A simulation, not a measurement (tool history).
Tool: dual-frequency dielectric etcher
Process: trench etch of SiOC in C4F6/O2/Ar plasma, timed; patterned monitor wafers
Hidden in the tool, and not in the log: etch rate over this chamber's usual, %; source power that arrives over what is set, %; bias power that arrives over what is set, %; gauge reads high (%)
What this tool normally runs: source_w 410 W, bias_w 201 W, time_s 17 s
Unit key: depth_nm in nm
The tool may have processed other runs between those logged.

run	day	source_w	bias_w	time_s	wafers since the last listed run	hours since the last wet clean	hours since the last source power generator calibration	hours since the last bias power generator calibration	hours since the last upper electrode change	hours since the gauge calibration	read-back reference wafer on the same gauge, depth_nm	depth_nm
1	0	410	201	17	0	333.9	1465.5	2896.2	3078.7	376.1	43.29	36.69
2	0.633	410	201	17	162	349.1	1480.7	2911.4	3093.9	391.3	43.29	36.74
# day 1.192: bias power generator calibrated
3	1.212	340	201	21	106	363	1494.6	0.5	3107.8	405.2	43.31	42.81
4	1.429	340	201	21	55	368.2	1499.8	5.7	3113	410.4	43.3	42.86
5	1.7	340	201	21	69	374.7	1506.3	12.2	3119.5	416.9	43.3	42.83
6	2.062	410	234	15.5	93	383.4	1515	20.9	3128.2	425.6	43.32	35.31
7	2.721	410	234	15.5	169	399.2	1530.8	36.7	3144	441.4	43.32	35.4
# day 3.308: source power generator calibrated
# day 3.854: wet clean of the chamber
8	3.875	410	201	20	113	0.5	13.6	64.4	3171.7	469.1	43.3	43.8
9	3.892	480	242	13.5	4	0.9	14	64.8	3172.1	469.5	43.3	33.07
10	3.958	410	182	17	17	2.5	15.6	66.4	3173.7	471.1	43.3	35.98
11	4.212	410	201	17	65	8.6	21.7	72.5	3179.8	477.2	43.32	37.18
12	4.8	510	201	13.5	151	22.7	35.8	86.6	3193.9	491.3	43.31	31.69
# day 5.054: gauge calibrated
# day 6.229: upper electrode replaced
13	6.25	470	221	12.5	115	57.5	70.6	121.4	0.5	28.7	43.29	29.49
14	6.262	500	182	17	3	57.8	70.9	121.7	0.8	29	43.28	38.45
15	6.871	410	201	17	156	72.4	85.5	136.3	15.4	43.6	43.31	37.28
16	7.558	500	186	17	176	88.9	102	152.8	31.9	60.1	43.3	38.59
17	7.942	410	201	17	98	98.1	111.2	162	41.1	69.3	43.3	37.21
18	8.471	330	168	17	136	110.8	123.9	174.7	53.8	82	43.31	32.83
19	8.925	380	180	13	116	121.7	134.8	185.6	64.7	92.9	43.31	26.8
20	9.496	410	201	17	146	135.4	148.5	199.3	78.4	106.6	43.3	37.29
21	9.967	410	201	17	121	146.7	159.8	210.6	89.7	117.9	43.31	37.28
22	10.438	410	243	17	121	158	171.1	221.9	101	129.2	43.29	39.69
23	10.738	500	248	17	77	165.2	178.3	229.1	108.2	136.4	43.3	42.62
24	11.25	510	201	17	131	177.5	190.6	241.4	120.5	148.7	43.3	39.88
25	11.738	310	246	14	125	189.2	202.3	253.1	132.2	160.4	43.3	30.12
26	12.392	470	201	15	168	204.9	218	268.8	147.9	176.1	43.3	34.27
27	12.942	410	201	17	141	218.1	231.2	282	161.1	189.3	43.29	37.13
28	13.254	330	162	21.5	80	225.6	238.7	289.5	168.6	196.8	43.29	41.01
29	13.621	350	201	19	94	234.4	247.5	298.3	177.4	205.6	43.3	39.53
30	13.958	470	178	15	86	242.5	255.6	306.4	185.5	213.7	43.3	32.91

4 options for the next run, each taken on its own from the tool as it stands now. Forecast them:
A	13.975	410	175	17	4	242.9	256	306.8	185.9	214.1	?	?
B	13.975	330	248	12.5	4	242.9	256	306.8	185.9	214.1	?	?
C	13.975	450	153	15	4	242.9	256	306.8	185.9	214.1	?	?
D	13.975	440	178	12	4	242.9	256	306.8	185.9	214.1	?	?

run	read-back reference wafer on the same gauge, depth_nm	depth_nm
A	43.3	35.58
B	43.3	27.5
C	43.3	31
D	43.3	25.84
Stripped of hidden state, with their random variation kept, the same runs would have yielded:
run	depth_nm
A	35.56
B	27.48
C	30.99
D	25.82

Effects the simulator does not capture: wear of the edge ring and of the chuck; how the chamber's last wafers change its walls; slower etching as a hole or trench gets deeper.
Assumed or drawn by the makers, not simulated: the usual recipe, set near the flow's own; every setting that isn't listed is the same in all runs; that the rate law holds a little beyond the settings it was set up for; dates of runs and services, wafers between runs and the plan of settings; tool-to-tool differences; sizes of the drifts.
